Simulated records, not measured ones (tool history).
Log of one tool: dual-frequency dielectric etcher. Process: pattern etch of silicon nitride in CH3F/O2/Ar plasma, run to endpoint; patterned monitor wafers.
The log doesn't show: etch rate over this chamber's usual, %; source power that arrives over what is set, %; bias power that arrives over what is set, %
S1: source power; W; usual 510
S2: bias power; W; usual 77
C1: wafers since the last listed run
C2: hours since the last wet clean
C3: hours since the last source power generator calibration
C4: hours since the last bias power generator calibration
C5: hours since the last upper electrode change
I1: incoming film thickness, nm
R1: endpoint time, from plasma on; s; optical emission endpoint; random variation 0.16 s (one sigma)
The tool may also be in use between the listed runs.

{"run": 1, "day": 0.0, "S1": 510, "S2": 77, "C1": 0, "C2": 405.1, "C3": 4829, "C4": 3813.1, "C5": 4417.2, "I1": 20.6, "R1": 25.9}
{"run": 2, "day": 2.075, "S1": 510, "S2": 77, "C1": 414, "C2": 454.9, "C3": 4878.8, "C4": 3862.9, "C5": 4467, "I1": 20.48, "R1": 25.8}
{"run": 3, "day": 2.688, "S1": 510, "S2": 77, "C1": 122, "C2": 469.6, "C3": 4893.5, "C4": 3877.6, "C5": 4481.7, "I1": 20.54, "R1": 25.9}
{"run": 4, "day": 3.267, "S1": 510, "S2": 77, "C1": 115, "C2": 483.5, "C3": 4907.4, "C4": 3891.5, "C5": 4495.6, "I1": 20.28, "R1": 25.8}
{"run": 5, "day": 3.821, "S1": 510, "S2": 77, "C1": 110, "C2": 496.8, "C3": 4920.7, "C4": 3904.8, "C5": 4508.9, "I1": 20.42, "R1": 25.6}
{"run": 6, "day": 4.2, "S1": 510, "S2": 77, "C1": 75, "C2": 505.9, "C3": 4929.8, "C4": 3913.9, "C5": 4518, "I1": 20.38, "R1": 25.8}
{"day": 5.367, "done": "upper electrode replaced"}
{"run": 7, "day": 5.388, "S1": 510, "S2": 77, "C1": 37, "C2": 534.4, "C3": 4958.3, "C4": 3942.4, "C5": 0.5, "I1": 20.48, "R1": 25.7}
{"run": 8, "day": 5.4, "S1": 510, "S2": 77, "C1": 2, "C2": 534.7, "C3": 4958.6, "C4": 3942.7, "C5": 0.8, "I1": 20.49, "R1": 25.6}
{"run": 9, "day": 5.992, "S1": 510, "S2": 67, "C1": 118, "C2": 548.9, "C3": 4972.8, "C4": 3956.9, "C5": 15, "I1": 20.46, "R1": 28}
{"run": 10, "day": 6.275, "S1": 510, "S2": 67, "C1": 56, "C2": 555.7, "C3": 4979.6, "C4": 3963.7, "C5": 21.8, "I1": 20.58, "R1": 28.2}

Forecast run 11:
{"run": 11, "day": 6.7, "S1": 470, "S2": 84, "C1": 84, "C2": 565.9, "C3": 4989.8, "C4": 3973.9, "C5": 32, "I1": 20.38, "R1": "?"}

Run 11 gave R1 25.3 s.
Without the tool's hidden state the same run would have given R1 25.3 s.
